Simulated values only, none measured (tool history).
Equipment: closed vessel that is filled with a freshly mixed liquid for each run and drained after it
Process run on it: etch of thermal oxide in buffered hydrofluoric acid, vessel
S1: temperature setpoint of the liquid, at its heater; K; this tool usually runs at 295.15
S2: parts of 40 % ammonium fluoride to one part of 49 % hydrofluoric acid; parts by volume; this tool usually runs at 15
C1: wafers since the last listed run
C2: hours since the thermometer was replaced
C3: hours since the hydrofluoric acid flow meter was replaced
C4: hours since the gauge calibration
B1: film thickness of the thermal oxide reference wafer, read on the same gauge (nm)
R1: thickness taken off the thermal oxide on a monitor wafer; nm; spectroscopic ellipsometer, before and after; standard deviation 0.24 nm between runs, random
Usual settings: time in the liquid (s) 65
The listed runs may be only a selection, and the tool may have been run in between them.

{"run": 1, "hour": 0.0, "S1": 295.15, "S2": 15, "time in the liquid (s)": 65, "C1": 0, "C2": 1830.6, "C3": 2354.5, "C4": 222, "B1": 29.99, "R1": 39.69}
{"run": 2, "hour": 7.9, "S1": 295.15, "S2": 15, "time in the liquid (s)": 65, "C1": 741, "C2": 1838.5, "C3": 2362.4, "C4": 229.9, "B1": 29.99, "R1": 39.19}
{"run": 3, "hour": 18.6, "S1": 295.15, "S2": 11.5, "time in the liquid (s)": 80, "C1": 1004, "C2": 1849.2, "C3": 2373.1, "C4": 240.6, "B1": 29.99, "R1": 63.4}
{"run": 4, "hour": 28.2, "S1": 295.15, "S2": 11.5, "time in the liquid (s)": 80, "C1": 901, "C2": 1858.8, "C3": 2382.7, "C4": 250.2, "B1": 29.99, "R1": 63.07}
{"run": 5, "hour": 42.9, "S1": 295.15, "S2": 11.5, "time in the liquid (s)": 80, "C1": 1379, "C2": 1873.5, "C3": 2397.4, "C4": 264.9, "B1": 30.02, "R1": 63.3}
{"run": 6, "hour": 56.8, "S1": 295.15, "S2": 15, "time in the liquid (s)": 65, "C1": 1304, "C2": 1887.4, "C3": 2411.3, "C4": 278.8, "B1": 30.02, "R1": 39.57}
{"run": 7, "hour": 64.9, "S1": 295.15, "S2": 18.5, "time in the liquid (s)": 65, "C1": 760, "C2": 1895.5, "C3": 2419.4, "C4": 286.9, "B1": 30.02, "R1": 33.15}
{"run": 8, "hour": 76.7, "S1": 295.15, "S2": 15, "time in the liquid (s)": 65, "C1": 1107, "C2": 1907.3, "C3": 2431.2, "C4": 298.7, "B1": 30, "R1": 39.31}
{"run": 9, "hour": 89.6, "S1": 295.15, "S2": 15, "time in the liquid (s)": 65, "C1": 1210, "C2": 1920.2, "C3": 2444.1, "C4": 311.6, "B1": 30, "R1": 39.57}
{"run": 10, "hour": 106.6, "S1": 295.15, "S2": 15, "time in the liquid (s)": 65, "C1": 1595, "C2": 1937.2, "C3": 2461.1, "C4": 328.6, "B1": 30.01, "R1": 39.55}
{"run": 11, "hour": 112.9, "S1": 295.15, "S2": 15, "time in the liquid (s)": 65, "C1": 591, "C2": 1943.5, "C3": 2467.4, "C4": 334.9, "B1": 29.99, "R1": 39.21}
{"run": 12, "hour": 120.3, "S1": 295.15, "S2": 15, "time in the liquid (s)": 65, "C1": 694, "C2": 1950.9, "C3": 2474.8, "C4": 342.3, "B1": 29.99, "R1": 39.34}
{"run": 13, "hour": 130.1, "S1": 295.15, "S2": 15, "time in the liquid (s)": 65, "C1": 919, "C2": 1960.7, "C3": 2484.6, "C4": 352.1, "B1": 29.99, "R1": 39.46}
{"run": 14, "hour": 137.3, "S1": 295.15, "S2": 17, "time in the liquid (s)": 85, "C1": 675, "C2": 1967.9, "C3": 2491.8, "C4": 359.3, "B1": 30.01, "R1": 45.4}

Estimate the outcome of run 15 from the log above:
{"run": 15, "hour": 152.9, "S1": 293.15, "S2": 10.5, "time in the liquid (s)": 40, "C1": 1464, "C2": 1983.5, "C3": 2507.4, "C4": 374.9, "B1": "?", "R1": "?"}

B1: 29.99
R1: 30.55 nm
Minus the tool's unlogged condition, the same run would have read R1 35.8 nm.
